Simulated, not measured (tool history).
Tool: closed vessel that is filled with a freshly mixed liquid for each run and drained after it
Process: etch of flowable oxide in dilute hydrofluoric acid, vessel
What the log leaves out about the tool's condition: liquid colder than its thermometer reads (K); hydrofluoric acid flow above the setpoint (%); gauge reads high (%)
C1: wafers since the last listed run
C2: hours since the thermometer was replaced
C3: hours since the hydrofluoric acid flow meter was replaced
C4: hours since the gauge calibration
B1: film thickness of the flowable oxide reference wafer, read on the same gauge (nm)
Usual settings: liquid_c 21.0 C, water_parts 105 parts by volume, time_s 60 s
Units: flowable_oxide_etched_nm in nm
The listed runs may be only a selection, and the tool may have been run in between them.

{"run": 1, "hour": 0.0, "liquid_c": 21.0, "water_parts": 105, "time_s": 60, "C1": 0, "C2": 1793.0, "C3": 716.2, "C4": 222.2, "B1": 129.96, "flowable_oxide_etched_nm": 17.22}
{"run": 2, "hour": 44.4, "liquid_c": 21.0, "water_parts": 105, "time_s": 60, "C1": 4419, "C2": 1837.4, "C3": 760.6, "C4": 266.6, "B1": 130.0, "flowable_oxide_etched_nm": 16.93}
{"run": 3, "hour": 152.0, "liquid_c": 18.0, "water_parts": 105, "time_s": 60, "C1": 10711, "C2": 1945.0, "C3": 868.2, "C4": 374.2, "B1": 129.99, "flowable_oxide_etched_nm": 15.09}
{"run": 4, "hour": 259.1, "liquid_c": 21.0, "water_parts": 75, "time_s": 60, "C1": 10661, "C2": 2052.1, "C3": 975.3, "C4": 481.3, "B1": 129.99, "flowable_oxide_etched_nm": 24.34}
{"run": 5, "hour": 335.5, "liquid_c": 21.0, "water_parts": 75, "time_s": 60, "C1": 7605, "C2": 2128.5, "C3": 1051.7, "C4": 557.7, "B1": 129.98, "flowable_oxide_etched_nm": 24.19}
{"run": 6, "hour": 413.7, "liquid_c": 21.0, "water_parts": 75, "time_s": 60, "C1": 7784, "C2": 2206.7, "C3": 1129.9, "C4": 635.9, "B1": 129.98, "flowable_oxide_etched_nm": 24.62}
{"run": 7, "hour": 520.0, "liquid_c": 21.0, "water_parts": 105, "time_s": 35, "C1": 10581, "C2": 2313.0, "C3": 1236.2, "C4": 742.2, "B1": 129.99, "flowable_oxide_etched_nm": 9.83}
{"hour": 528.4, "done": "thermometer replaced"}
{"run": 8, "hour": 583.6, "liquid_c": 21.0, "water_parts": 105, "time_s": 35, "C1": 6231, "C2": 55.2, "C3": 1299.8, "C4": 805.8, "B1": 130.01, "flowable_oxide_etched_nm": 10.53}
{"run": 9, "hour": 635.0, "liquid_c": 21.0, "water_parts": 145, "time_s": 60, "C1": 5116, "C2": 106.6, "C3": 1351.2, "C4": 857.2, "B1": 129.96, "flowable_oxide_etched_nm": 12.56}
{"run": 10, "hour": 720.8, "liquid_c": 21.0, "water_parts": 135, "time_s": 60, "C1": 8540, "C2": 192.4, "C3": 1437.0, "C4": 943.0, "B1": 129.99, "flowable_oxide_etched_nm": 13.5}
{"run": 11, "hour": 796.9, "liquid_c": 25.0, "water_parts": 105, "time_s": 85, "C1": 7575, "C2": 268.5, "C3": 1513.1, "C4": 1019.1, "B1": 129.97, "flowable_oxide_etched_nm": 29.69}
{"run": 12, "hour": 833.1, "liquid_c": 21.0, "water_parts": 105, "time_s": 60, "C1": 3603, "C2": 304.7, "C3": 1549.3, "C4": 1055.3, "B1": 130.01, "flowable_oxide_etched_nm": 17.77}
{"run": 13, "hour": 890.8, "liquid_c": 21.0, "water_parts": 65, "time_s": 60, "C1": 5743, "C2": 362.4, "C3": 1607.0, "C4": 1113.0, "B1": 130.01, "flowable_oxide_etched_nm": 30.73}
{"hour": 1067.2, "done": "gauge calibrated"}
{"hour": 1075.6, "done": "hydrofluoric acid flow meter replaced"}
{"run": 14, "hour": 1107.0, "liquid_c": 21.0, "water_parts": 105, "time_s": 60, "C1": 21422, "C2": 578.6, "C3": 31.4, "C4": 39.8, "B1": 130.0, "flowable_oxide_etched_nm": 16.99}
{"run": 15, "hour": 1147.1, "liquid_c": 17.0, "water_parts": 140, "time_s": 35, "C1": 3991, "C2": 618.7, "C3": 71.5, "C4": 79.9, "B1": 130.02, "flowable_oxide_etched_nm": 6.13}
{"run": 16, "hour": 1211.2, "liquid_c": 21.0, "water_parts": 150, "time_s": 75, "C1": 6380, "C2": 682.8, "C3": 135.6, "C4": 144.0, "B1": 130.0, "flowable_oxide_etched_nm": 14.14}
{"run": 17, "hour": 1302.8, "liquid_c": 18.0, "water_parts": 105, "time_s": 60, "C1": 9118, "C2": 774.4, "C3": 227.2, "C4": 235.6, "B1": 130.01, "flowable_oxide_etched_nm": 15.12}
{"run": 18, "hour": 1400.2, "liquid_c": 18.0, "water_parts": 150, "time_s": 60, "C1": 9695, "C2": 871.8, "C3": 324.6, "C4": 333.0, "B1": 129.99, "flowable_oxide_etched_nm": 9.97}
{"run": 19, "hour": 1498.2, "liquid_c": 21.0, "water_parts": 105, "time_s": 60, "C1": 9755, "C2": 969.8, "C3": 422.6, "C4": 431.0, "B1": 129.98, "flowable_oxide_etched_nm": 17.4}
{"run": 20, "hour": 1593.3, "liquid_c": 21.0, "water_parts": 150, "time_s": 60, "C1": 9466, "C2": 1064.9, "C3": 517.7, "C4": 526.1, "B1": 129.98, "flowable_oxide_etched_nm": 11.09}
{"run": 21, "hour": 1648.0, "liquid_c": 22.5, "water_parts": 120, "time_s": 35, "C1": 5445, "C2": 1119.6, "C3": 572.4, "C4": 580.8, "B1": 129.96, "flowable_oxide_etched_nm": 9.09}

Hidden state, per run?
gauge reads high (%): 0, the same for each run
H1: liquid colder than its thermometer reads (K)
H2: hydrofluoric acid flow above the setpoint (%)
run=1 H1=1.33 H2=2.62
run=2 H1=1.36 H2=2.73
run=3 H1=1.43 H2=3
run=4 H1=1.49 H2=3.26
run=5 H1=1.54 H2=3.45
run=6 H1=1.59 H2=3.65
run=7 H1=1.65 H2=3.91
run=8 H1=0.241 H2=4.07
run=9 H1=0.273 H2=4.19
run=10 H1=0.325 H2=4.41
run=11 H1=0.372 H2=4.6
run=12 H1=0.394 H2=4.69
run=13 H1=0.429 H2=4.83
run=14 H1=0.561 H2=0.0918
run=15 H1=0.586 H2=0.191
run=16 H1=0.625 H2=0.35
run=17 H1=0.681 H2=0.578
run=18 H1=0.74 H2=0.82
run=19 H1=0.8 H2=1.06
run=20 H1=0.858 H2=1.3
run=21 H1=0.892 H2=1.43
